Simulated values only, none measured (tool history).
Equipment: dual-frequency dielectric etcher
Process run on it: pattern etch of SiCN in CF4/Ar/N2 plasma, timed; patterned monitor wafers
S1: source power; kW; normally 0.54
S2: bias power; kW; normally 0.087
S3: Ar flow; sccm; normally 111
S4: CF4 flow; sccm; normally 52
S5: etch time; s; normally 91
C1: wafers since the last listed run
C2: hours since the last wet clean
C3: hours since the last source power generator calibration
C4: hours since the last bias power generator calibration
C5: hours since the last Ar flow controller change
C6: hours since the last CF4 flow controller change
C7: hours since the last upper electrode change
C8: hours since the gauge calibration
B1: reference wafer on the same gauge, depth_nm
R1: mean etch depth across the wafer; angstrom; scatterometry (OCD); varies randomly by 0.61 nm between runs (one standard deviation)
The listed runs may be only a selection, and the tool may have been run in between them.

Run 1, hour 0: usual settings; C1 0; C2 305.5; C3 2912.6; C4 3927.8; C5 5167.7; C6 3950.6; C7 4718.6; C8 307.5; B1 82.2. Result: R1 899 angstrom.
Run 2, hour 14.2: usual settings; C1 88; C2 319.7; C3 2926.8; C4 3942; C5 5181.9; C6 3964.8; C7 4732.8; C8 321.7; B1 82. Result: R1 894 angstrom.
Run 3, hour 30.4: usual settings; C1 101; C2 335.9; C3 2943; C4 3958.2; C5 5198.1; C6 3981; C7 4749; C8 337.9; B1 82.1. Result: R1 889 angstrom.
Run 4, hour 41.7: usual settings but S5 105 s; C1 70; C2 347.2; C3 2954.3; C4 3969.5; C5 5209.4; C6 3992.3; C7 4760.3; C8 349.2; B1 82.1. Result: R1 1038 angstrom.
At hour 47.9: CF4 flow controller replaced.
Run 5, hour 50.4: usual settings but S5 105 s; C1 16; C2 355.9; C3 2963; C4 3978.2; C5 5218.1; C6 2.5; C7 4769; C8 357.9; B1 82.2. Result: R1 1025 angstrom.
At hour 54.4: gauge calibrated.
Run 6, hour 67.1: usual settings but S2 0.075 kW, S3 123 sccm; C1 104; C2 372.6; C3 2979.7; C4 3994.9; C5 5234.8; C6 19.2; C7 4785.7; C8 12.7; B1 82.2. Result: R1 848 angstrom.
Run 7, hour 81.4: usual settings; C1 89; C2 386.9; C3 2994; C4 4009.2; C5 5249.1; C6 33.5; C7 4800; C8 27; B1 82.1. Result: R1 898 angstrom.
Run 8, hour 90.9: usual settings; C1 59; C2 396.4; C3 3003.5; C4 4018.7; C5 5258.6; C6 43; C7 4809.5; C8 36.5; B1 82.2. Result: R1 903 angstrom.
At hour 118.7: wet clean of the chamber.
Run 9, hour 119.2: usual settings but S1 0.64 kW, S4 43 sccm; C1 26; C2 0.5; C3 3031.8; C4 4047; C5 5286.9; C6 71.3; C7 4837.8; C8 64.8; B1 82. Result: R1 953 angstrom.
Run 10, hour 119.6: usual settings but S1 0.64 kW, S2 0.072 kW, S3 88 sccm, S5 110 s; C1 2; C2 0.9; C3 3032.2; C4 4047.4; C5 5287.3; C6 71.7; C7 4838.2; C8 65.2; B1 82. Result: R1 1222 angstrom.
At hour 141.2: Ar flow controller replaced.
At hour 143.9: source power generator calibrated.
At hour 144.6: bias power generator calibrated.
At hour 145.5: upper electrode replaced.
Run 11, hour 146: usual settings; C1 100; C2 27.3; C3 2.1; C4 1.4; C5 4.8; C6 98.1; C7 0.5; C8 91.6; B1 82.1. Result: R1 897 angstrom.
Run 12, hour 146.3: usual settings but S2 0.099 kW, S3 131 sccm, S4 57 sccm; C1 1; C2 27.6; C3 2.4; C4 1.7; C5 5.1; C6 98.4; C7 0.8; C8 91.9; B1 82. Result: R1 903 angstrom.
Run 13, hour 152.4: usual settings but S2 0.068 kW; C1 38; C2 33.7; C3 8.5; C4 7.8; C5 11.2; C6 104.5; C7 6.9; C8 98; B1 82. Result: R1 849 angstrom.
Run 14, hour 164.2: usual settings; C1 73; C2 45.5; C3 20.3; C4 19.6; C5 23; C6 116.3; C7 18.7; C8 109.8; B1 82. Result: R1 899 angstrom.
Run 15, hour 176.1: usual settings; C1 74; C2 57.4; C3 32.2; C4 31.5; C5 34.9; C6 128.2; C7 30.6; C8 121.7; B1 82.1. Result: R1 893 angstrom.
Run 16, hour 190.1: usual settings but S1 0.61 kW, S2 0.076 kW, S3 123 sccm, S4 60 sccm; C1 87; C2 71.4; C3 46.2; C4 45.5; C5 48.9; C6 142.2; C7 44.6; C8 135.7; B1 82. Result: R1 958 angstrom.
Run 17, hour 198.3: usual settings but S3 103 sccm, S5 74.5 s; C1 51; C2 79.6; C3 54.4; C4 53.7; C5 57.1; C6 150.4; C7 52.8; C8 143.9; B1 82.2. Result: R1 738 angstrom.
Run 18, hour 205.9: usual settings; C1 47; C2 87.2; C3 62; C4 61.3; C5 64.7; C6 158; C7 60.4; C8 151.5; B1 82.1. Result: R1 893 angstrom.
Run 19, hour 213.8: usual settings but S1 0.61 kW, S2 0.068 kW, S5 73 s; C1 49; C2 95.1; C3 69.9; C4 69.2; C5 72.6; C6 165.9; C7 68.3; C8 159.4; B1 82. Result: R1 733 angstrom.
Run 20, hour 224.9: usual settings but S4 41 sccm; C1 69; C2 106.2; C3 81; C4 80.3; C5 83.7; C6 177; C7 79.4; C8 170.5; B1 82.1. Result: R1 841 angstrom.
Run 21, hour 236.4: usual settings but S3 138 sccm; C1 71; C2 117.7; C3 92.5; C4 91.8; C5 95.2; C6 188.5; C7 90.9; C8 182; B1 82. Result: R1 859 angstrom.

Consider 4 possible next runs. They are alternatives, not a sequence: every one starts from the tool as it was left by run 21. What does each give?
Run A, hour 236.8: usual settings; C1 2; C2 118.1; C3 92.9; C4 92.2; C5 95.6; C6 188.9; C7 91.3; C8 182.4; B1 ?. Result: R1 ?.
Run B, hour 236.8: usual settings but S1 0.59 kW, S2 0.077 kW; C1 2; C2 118.1; C3 92.9; C4 92.2; C5 95.6; C6 188.9; C7 91.3; C8 182.4; B1 ?. Result: R1 ?.
Run C, hour 236.8: usual settings but S1 0.46 kW; C1 2; C2 118.1; C3 92.9; C4 92.2; C5 95.6; C6 188.9; C7 91.3; C8 182.4; B1 ?. Result: R1 ?.
Run D, hour 236.8: usual settings but S1 0.46 kW, S3 88 sccm, S5 67 s; C1 2; C2 118.1; C3 92.9; C4 92.2; C5 95.6; C6 188.9; C7 91.3; C8 182.4; B1 ?. Result: R1 ?.

run    B1   R1
  A  82.1  887
  B  82.1  912
  C  82.1  802
  D  82.1  619
With the hidden condition removed and each run's random variation left untouched, the same runs would have given:
run   R1
  A  887
  B  912
  C  802
  D  619
